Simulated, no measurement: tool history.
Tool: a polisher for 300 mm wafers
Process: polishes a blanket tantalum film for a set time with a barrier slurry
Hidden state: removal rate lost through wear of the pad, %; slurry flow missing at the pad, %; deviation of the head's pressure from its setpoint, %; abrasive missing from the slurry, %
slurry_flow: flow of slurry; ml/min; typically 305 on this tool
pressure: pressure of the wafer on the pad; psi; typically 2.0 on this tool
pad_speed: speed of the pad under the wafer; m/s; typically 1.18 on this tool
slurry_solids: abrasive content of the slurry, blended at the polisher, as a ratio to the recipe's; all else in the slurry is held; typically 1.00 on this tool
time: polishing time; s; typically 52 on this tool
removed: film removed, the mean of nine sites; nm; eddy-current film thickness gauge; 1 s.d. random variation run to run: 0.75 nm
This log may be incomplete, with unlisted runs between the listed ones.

run,hour,slurry_flow,pressure,pad_speed,slurry_solids,time,wafers since the last listed run,wafers polished on this pad,hours since the slurry nozzle was cleaned,hours since the head pressure was calibrated,hours since the slurry blender was calibrated,"incoming thickness of the incoming film, nm",removed
1,0.0,305,2.0,1.18,1.20,52,0,558,11.4,469.8,9.5,313.5,109.9
2,7.3,305,2.0,1.18,1.20,52,60,619,18.7,477.1,16.8,323.7,109.9
3,17.4,305,2.0,1.30,1.00,52,83,702,28.8,487.2,26.9,313.9,112.7
# hour 28.5: worn pad replaced by a new one
4,33.0,305,2.0,1.30,1.00,52,95,37,44.4,502.8,42.5,319.1,112.7
5,47.3,325,2.0,1.18,1.10,52,118,155,58.7,517.1,56.8,325.2,106.8
6,56.7,325,2.0,1.18,1.10,52,77,233,68.1,526.5,66.2,320.3,106.8
7,68.1,305,2.0,1.18,1.00,52,94,327,79.5,537.9,77.6,321.2,103.0
8,75.5,305,2.0,1.18,0.85,68,61,388,86.9,545.3,85.0,323.7,129.4
9,86.5,305,2.3,1.18,1.25,52,90,479,97.9,556.3,96.0,318.2,124.3
10,98.0,305,2.0,1.18,1.00,52,95,574,109.4,567.8,107.5,322.1,100.8
11,105.2,405,2.0,0.84,1.20,52,59,634,116.6,575.0,114.7,321.1,85.7
12,111.5,275,2.2,1.06,1.00,52,52,686,122.9,581.3,121.0,322.5,103.6
13,125.0,305,2.0,1.18,1.00,52,111,798,136.4,594.8,134.5,324.0,101.9
# hour 132.5: worn pad replaced by a new one
14,133.0,305,2.0,1.18,1.30,35,33,4,144.4,602.8,142.5,315.8,73.9
15,146.4,305,2.0,1.18,1.00,52,110,115,157.8,616.2,155.9,317.8,101.0
16,159.4,375,2.4,1.18,1.00,52,107,222,170.8,629.2,168.9,314.9,122.7
# hour 171.9: head pressure recalibrated
17,172.4,305,2.0,1.18,1.00,52,90,313,183.8,0.5,181.9,325.7,101.4
18,185.7,305,2.0,1.18,1.25,52,109,423,197.1,13.8,195.2,323.4,106.7
19,198.2,305,2.0,0.88,1.00,52,103,526,209.6,26.3,207.7,318.6,82.2
20,211.4,305,2.0,1.18,1.30,35,109,636,222.8,39.5,220.9,317.8,71.1
21,222.5,305,2.0,1.18,1.00,52,91,727,233.9,50.6,232.0,324.1,100.4
# hour 228.2: worn pad replaced by a new one
22,230.3,305,1.6,1.18,1.00,52,31,17,241.7,58.4,239.8,324.1,80.4
23,247.4,205,2.0,0.78,1.00,38,141,158,258.8,75.5,256.9,323.2,50.7
24,262.9,305,2.3,1.48,1.00,63,128,286,274.3,91.0,272.4,326.3,164.4
25,269.6,305,2.2,1.18,1.30,59,55,341,281.0,97.7,279.1,324.0,131.9
26,277.4,395,2.0,1.18,0.80,41,64,406,288.8,105.5,286.9,323.6,76.9
27,285.9,305,2.0,1.56,1.00,52,70,476,297.3,114.0,295.4,313.9,123.7
# hour 333.6: worn pad replaced by a new one
28,334.1,305,2.6,1.18,1.00,52,365,4,345.5,162.2,343.6,319.9,129.2
29,346.6,365,2.0,1.18,0.70,52,103,107,358.0,174.7,356.1,318.8,91.9

Here are 5 independent what-if runs from the current tool condition. What would each one return?
A,347.0,305,2.0,1.18,0.75,52,3,111,358.4,175.1,356.5,318.4,?
B,347.0,305,2.3,1.18,1.00,52,3,111,358.4,175.1,356.5,318.4,?
C,347.0,340,1.5,1.38,1.00,64,3,111,358.4,175.1,356.5,318.4,?
D,347.0,305,2.7,1.18,0.80,52,3,111,358.4,175.1,356.5,318.4,?
E,347.0,225,2.0,1.50,1.00,52,3,111,358.4,175.1,356.5,318.4,?

run,removed
A,91.3
B,113.6
C,104.7
D,125.4
E,112.1
Stripped of hidden state, with their random variation kept, the same runs would have yielded:
run,removed
A,97.3
B,121.1
C,110.9
D,133.7
E,122.4

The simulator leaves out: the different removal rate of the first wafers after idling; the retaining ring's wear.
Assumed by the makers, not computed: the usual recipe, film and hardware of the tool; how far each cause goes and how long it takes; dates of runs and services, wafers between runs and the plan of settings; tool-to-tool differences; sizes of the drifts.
